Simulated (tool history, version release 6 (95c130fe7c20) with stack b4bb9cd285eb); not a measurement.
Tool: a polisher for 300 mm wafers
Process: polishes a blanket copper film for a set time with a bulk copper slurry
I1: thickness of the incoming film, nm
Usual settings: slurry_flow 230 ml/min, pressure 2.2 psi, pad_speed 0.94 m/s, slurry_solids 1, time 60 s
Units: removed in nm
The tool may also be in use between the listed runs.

{"run": 1, "day": 0.0, "slurry_flow": 230, "pressure": 2.2, "pad_speed": 1.1, "slurry_solids": 1, "time": 60, "I1": 4595.4, "removed": 486.9}
{"day": 2.504, "done": "worn pad replaced by a new one"}
{"run": 2, "day": 4.15, "slurry_flow": 230, "pressure": 2.2, "pad_speed": 1.1, "slurry_solids": 1, "time": 60, "I1": 4706.8, "removed": 507.8}
{"run": 3, "day": 5.833, "slurry_flow": 230, "pressure": 2.2, "pad_speed": 0.94, "slurry_solids": 1, "time": 60, "I1": 4621.6, "removed": 440}
{"run": 4, "day": 8.342, "slurry_flow": 230, "pressure": 2.2, "pad_speed": 0.94, "slurry_solids": 1, "time": 60, "I1": 4680.3, "removed": 422.8}
{"day": 10.7, "done": "worn pad replaced by a new one"}
{"run": 5, "day": 11.458, "slurry_flow": 230, "pressure": 2.2, "pad_speed": 0.94, "slurry_solids": 1, "time": 60, "I1": 4635.5, "removed": 423.5}
{"day": 13.325, "done": "slurry blender recalibrated"}
{"run": 6, "day": 13.946, "slurry_flow": 230, "pressure": 2.2, "pad_speed": 0.94, "slurry_solids": 1, "time": 60, "I1": 4644.9, "removed": 417.6}
{"run": 7, "day": 17.092, "slurry_flow": 230, "pressure": 2.2, "pad_speed": 0.94, "slurry_solids": 1, "time": 60, "I1": 4664.4, "removed": 418.5}
{"day": 20.325, "done": "worn pad replaced by a new one"}
{"run": 8, "day": 20.346, "slurry_flow": 230, "pressure": 2.2, "pad_speed": 0.94, "slurry_solids": 1, "time": 60, "I1": 4690.9, "removed": 428.4}
{"day": 23.829, "done": "head pressure recalibrated"}
{"run": 9, "day": 26.133, "slurry_flow": 230, "pressure": 2.2, "pad_speed": 0.94, "slurry_solids": 1, "time": 60, "I1": 4703.7, "removed": 415.1}
{"run": 10, "day": 27.838, "slurry_flow": 160, "pressure": 2.2, "pad_speed": 1.14, "slurry_solids": 1, "time": 77, "I1": 4695.3, "removed": 555.3}
{"day": 28.692, "done": "slurry blender recalibrated"}
{"run": 11, "day": 29.692, "slurry_flow": 230, "pressure": 2.2, "pad_speed": 1.02, "slurry_solids": 1.2, "time": 54, "I1": 4634.4, "removed": 411.3}
{"day": 30.175, "done": "worn pad replaced by a new one"}
{"run": 12, "day": 32.458, "slurry_flow": 230, "pressure": 1.5, "pad_speed": 0.82, "slurry_solids": 1, "time": 60, "I1": 4656.2, "removed": 257.5}
{"day": 34.142, "done": "slurry nozzle cleaned"}
{"run": 13, "day": 36.646, "slurry_flow": 230, "pressure": 2.6, "pad_speed": 0.64, "slurry_solids": 1, "time": 60, "I1": 4598.9, "removed": 388.4}
{"run": 14, "day": 39.442, "slurry_flow": 230, "pressure": 2.2, "pad_speed": 1.1, "slurry_solids": 1, "time": 60, "I1": 4748.8, "removed": 470.3}
{"day": 39.671, "done": "worn pad replaced by a new one"}
{"run": 15, "day": 40.95, "slurry_flow": 175, "pressure": 2.2, "pad_speed": 0.94, "slurry_solids": 1, "time": 60, "I1": 4632.9, "removed": 423.1}
{"day": 44.496, "done": "slurry blender recalibrated"}
{"run": 16, "day": 45.012, "slurry_flow": 280, "pressure": 2.7, "pad_speed": 0.84, "slurry_solids": 1.3, "time": 60, "I1": 4646.4, "removed": 535.8}
{"run": 17, "day": 47.112, "slurry_flow": 180, "pressure": 1.6, "pad_speed": 1.12, "slurry_solids": 1, "time": 60, "I1": 4665.2, "removed": 324.8}

The tool's hidden state at each run:
deviation of the head's pressure from its setpoint, %: 0 in every run
abrasive missing from the slurry, %: 0 in every run
H1: removal rate lost through wear of the pad, %
H2: slurry flow missing at the pad, %
run=1 H1=5.77 H2=2.29
run=2 H1=1.33 H2=13.8
run=3 H1=2.56 H2=17.4
run=4 H1=4.38 H2=21.8
run=5 H1=0.813 H2=26
run=6 H1=2.62 H2=28.6
run=7 H1=4.91 H2=31.2
run=8 H1=0.0376 H2=33.1
run=9 H1=4.24 H2=35.4
run=10 H1=5.48 H2=35.9
run=11 H1=6.83 H2=36.4
run=12 H1=2.02 H2=36.9
run=13 H1=5.07 H2=7.9
run=14 H1=7.1 H2=14.5
run=15 H1=1.33 H2=17.5
run=16 H1=4.28 H2=23.6
run=17 H1=5.81 H2=26
